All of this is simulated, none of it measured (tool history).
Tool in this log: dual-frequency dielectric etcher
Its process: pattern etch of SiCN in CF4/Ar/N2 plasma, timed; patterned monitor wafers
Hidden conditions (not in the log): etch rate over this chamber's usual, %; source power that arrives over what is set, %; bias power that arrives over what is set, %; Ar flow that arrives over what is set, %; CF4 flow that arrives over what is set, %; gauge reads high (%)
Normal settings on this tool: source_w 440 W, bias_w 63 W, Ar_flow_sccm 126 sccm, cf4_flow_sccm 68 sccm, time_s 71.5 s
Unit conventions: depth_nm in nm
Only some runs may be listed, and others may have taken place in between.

run	hour	source_w	bias_w	Ar_flow_sccm	cf4_flow_sccm	time_s	wafers since the last listed run	hours since the last wet clean	hours since the last source power generator calibration	hours since the last bias power generator calibration	hours since the last Ar flow controller change	hours since the last CF4 flow controller change	hours since the last upper electrode change	hours since the gauge calibration	read-back reference wafer on the same gauge, depth_nm	depth_nm
1	0.0	440	63	111	68	71.5	0	0.5	1077.8	1851.8	2702.0	2478.7	2897.2	495.3	68.6	63.9
2	38.5	440	63	111	68	71.5	462	39.0	1116.3	1890.3	2740.5	2517.2	2935.7	533.8	68.6	63.7
3	99.4	440	63	126	68	71.5	731	99.9	1177.2	1951.2	2801.4	2578.1	2996.6	594.7	68.6	62.2
# hour 171.7: CF4 flow controller replaced
# hour 177.6: Ar flow controller replaced
4	200.1	410	63	99	74	71.5	1065	200.6	1277.9	2051.9	22.5	28.4	3097.3	695.4	68.6	59.9
5	307.8	360	63	138	84	91.0	1293	308.3	1385.6	2159.6	130.2	136.1	3205.0	803.1	68.6	62.5
6	383.0	440	50	126	81	84.5	903	383.5	1460.8	2234.8	205.4	211.3	3280.2	878.3	68.6	69.9
7	452.4	440	63	126	68	71.5	833	452.9	1530.2	2304.2	274.8	280.7	3349.6	947.7	68.6	60.9
8	506.5	440	63	106	68	71.5	649	507.0	1584.3	2358.3	328.9	334.8	3403.7	1001.8	68.6	63.2
9	590.5	550	63	126	82	71.5	1008	591.0	1668.3	2442.3	412.9	418.8	3487.7	1085.8	68.6	79.1
# hour 607.4: source power generator calibrated
# hour 663.4: wet clean of the chamber
10	663.9	440	63	126	53	80.5	545	0.5	56.5	2515.7	486.3	492.2	3561.1	1159.2	68.6	66.4
11	737.5	440	53	126	68	52.0	883	74.1	130.1	2589.3	559.9	565.8	3634.7	1232.8	68.6	42.6
# hour 745.8: bias power generator calibrated
12	825.6	440	48	154	55	91.5	1009	162.2	218.2	79.8	648.0	653.9	3722.8	1320.9	68.6	67.7
# hour 912.3: upper electrode replaced
13	928.9	520	63	136	68	71.5	952	265.5	321.5	183.1	751.3	757.2	16.6	1424.2	68.6	71.3
14	992.2	440	63	114	68	71.5	760	328.8	384.8	246.4	814.6	820.5	79.9	1487.5	68.5	62.1
15	1076.7	440	69	126	68	76.0	1014	413.3	469.3	330.9	899.1	905.0	164.4	1572.0	68.6	66.3
16	1150.3	440	63	126	68	71.5	883	486.9	542.9	404.5	972.7	978.6	238.0	1645.6	68.6	61.2
# hour 1241.6: wet clean of the chamber
17	1242.1	440	63	126	81	71.5	814	0.5	634.7	496.3	1064.5	1070.4	329.8	1737.4	68.7	62.3
18	1319.6	500	70	126	63	71.5	930	78.0	712.2	573.8	1142.0	1147.9	407.3	1814.9	68.6	71.2
19	1426.3	370	54	126	76	71.5	1281	184.7	818.9	680.5	1248.7	1254.6	514.0	1921.6	68.7	49.9
20	1483.4	440	63	126	68	71.5	685	241.8	876.0	737.6	1305.8	1311.7	571.1	1978.7	68.5	61.7
21	1547.0	440	63	126	68	71.5	763	305.4	939.6	801.2	1369.4	1375.3	634.7	2042.3	68.6	61.5
22	1604.0	440	56	126	68	71.5	684	362.4	996.6	858.2	1426.4	1432.3	691.7	2099.3	68.6	59.9

3 ways to go on from here, each from the tool as it stands after run 22. What would each give?
A	1604.4	440	63	126	68	71.5	4	362.8	997.0	858.6	1426.8	1432.7	692.1	2099.7	?	?
B	1604.4	440	55	126	78	71.5	4	362.8	997.0	858.6	1426.8	1432.7	692.1	2099.7	?	?
C	1604.4	440	73	126	55	71.5	4	362.8	997.0	858.6	1426.8	1432.7	692.1	2099.7	?	?

run	read-back reference wafer on the same gauge, depth_nm	depth_nm
A	68.6	61.6
B	68.6	60.7
C	68.6	62.4
With no hidden state in the tool, these same runs would have given:
run	depth_nm
A	61.1
B	60.1
C	61.9
